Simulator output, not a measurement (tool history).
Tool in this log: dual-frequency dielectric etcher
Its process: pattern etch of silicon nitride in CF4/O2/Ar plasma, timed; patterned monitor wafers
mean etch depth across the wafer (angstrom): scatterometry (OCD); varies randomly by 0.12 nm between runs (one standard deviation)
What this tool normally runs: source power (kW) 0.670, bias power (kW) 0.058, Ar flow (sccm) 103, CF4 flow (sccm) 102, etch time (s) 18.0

run,hour,source power (kW),bias power (kW),Ar flow (sccm),CF4 flow (sccm),etch time (s),wafers since the last listed run,hours since the last wet clean,hours since the last source power generator calibration,hours since the last bias power generator calibration,hours since the last Ar flow controller change,hours since the last CF4 flow controller change,hours since the last upper electrode change,hours since the gauge calibration,"read-back reference wafer on the same gauge, depth_nm",mean etch depth across the wafer (angstrom)
1,0.0,0.670,0.058,103,102,18.0,0,180.5,4530.1,3545.6,3674.4,5368.7,3315.7,799.0,39.91,460.9
2,48.8,0.670,0.058,103,102,18.0,761,229.3,4578.9,3594.4,3723.2,5417.5,3364.5,847.8,39.90,463.2
3,111.4,0.670,0.058,103,102,18.0,976,291.9,4641.5,3657.0,3785.8,5480.1,3427.1,910.4,39.95,461.2
4,146.1,0.670,0.058,103,102,18.0,541,326.6,4676.2,3691.7,3820.5,5514.8,3461.8,945.1,39.90,459.8
5,213.9,0.670,0.058,103,102,18.0,1058,394.4,4744.0,3759.5,3888.3,5582.6,3529.6,1012.9,39.92,460.5
6,416.9,0.670,0.058,103,102,18.0,3167,597.4,4947.0,3962.5,4091.3,5785.6,3732.6,1215.9,39.92,459.7
7,452.1,0.670,0.058,103,102,18.0,549,632.6,4982.2,3997.7,4126.5,5820.8,3767.8,1251.1,39.89,458.9
8,490.3,0.670,0.058,103,102,18.0,596,670.8,5020.4,4035.9,4164.7,5859.0,3806.0,1289.3,39.85,458.3
# hour 517.4: wet clean of the chamber
9,527.6,0.670,0.058,103,108,18.0,207,10.2,5057.7,4073.2,4202.0,5896.3,3843.3,1326.6,39.92,462.1
# hour 527.9: gauge calibrated
10,556.1,0.670,0.058,87,102,18.0,444,38.7,5086.2,4101.7,4230.5,5924.8,3871.8,28.2,39.84,461.2
11,627.5,0.600,0.065,113,124,18.0,1114,110.1,5157.6,4173.1,4301.9,5996.2,3943.2,99.6,39.91,450.8
# hour 654.1: bias power generator calibrated
# hour 675.2: source power generator calibrated
12,696.4,0.670,0.058,82,122,18.0,950,179.0,21.2,42.3,4370.8,6065.1,4012.1,168.5,39.94,494.3
13,737.1,0.560,0.058,80,83,21.5,635,219.7,61.9,83.0,4411.5,6105.8,4052.8,209.2,39.87,494.6
# hour 768.0: Ar flow controller replaced
14,768.4,0.590,0.044,103,102,18.0,394,251.0,93.2,114.3,0.4,6137.1,4084.1,240.5,39.91,392.5
15,828.5,0.670,0.058,86,102,12.5,937,311.1,153.3,174.4,60.5,6197.2,4144.2,300.6,39.94,335.3
# hour 902.7: upper electrode replaced
# hour 929.5: CF4 flow controller replaced
16,1001.3,0.670,0.063,103,87,18.0,2228,483.9,326.1,347.2,233.3,71.8,98.6,473.4,39.90,481.2
17,1055.2,0.670,0.058,103,102,18.0,841,537.8,380.0,401.1,287.2,125.7,152.5,527.3,39.89,474.9
18,1099.1,0.670,0.066,103,114,22.5,685,581.7,423.9,445.0,331.1,169.6,196.4,571.2,39.90,632.7
19,1170.9,0.670,0.058,103,102,18.0,1120,653.5,495.7,516.8,402.9,241.4,268.2,643.0,39.90,474.9

4 options for the next run, each taken on its own from the tool as it stands now. Forecast them:
A,1171.3,0.500,0.058,103,102,18.0,6,653.9,496.1,517.2,403.3,241.8,268.6,643.4,?,?
B,1171.3,0.670,0.067,96,121,15.5,6,653.9,496.1,517.2,403.3,241.8,268.6,643.4,?,?
C,1171.3,0.580,0.047,119,102,23.5,6,653.9,496.1,517.2,403.3,241.8,268.6,643.4,?,?
D,1171.3,0.670,0.058,103,111,13.5,6,653.9,496.1,517.2,403.3,241.8,268.6,643.4,?,?

run,"read-back reference wafer on the same gauge, depth_nm",mean etch depth across the wafer (angstrom)
A,39.90,390.1
B,39.90,445.2
C,39.90,514.5
D,39.90,361.7
Without the tool's unlogged condition, the same runs would have read:
run,mean etch depth across the wafer (angstrom)
A,389.4
B,444.4
C,513.5
D,361.1

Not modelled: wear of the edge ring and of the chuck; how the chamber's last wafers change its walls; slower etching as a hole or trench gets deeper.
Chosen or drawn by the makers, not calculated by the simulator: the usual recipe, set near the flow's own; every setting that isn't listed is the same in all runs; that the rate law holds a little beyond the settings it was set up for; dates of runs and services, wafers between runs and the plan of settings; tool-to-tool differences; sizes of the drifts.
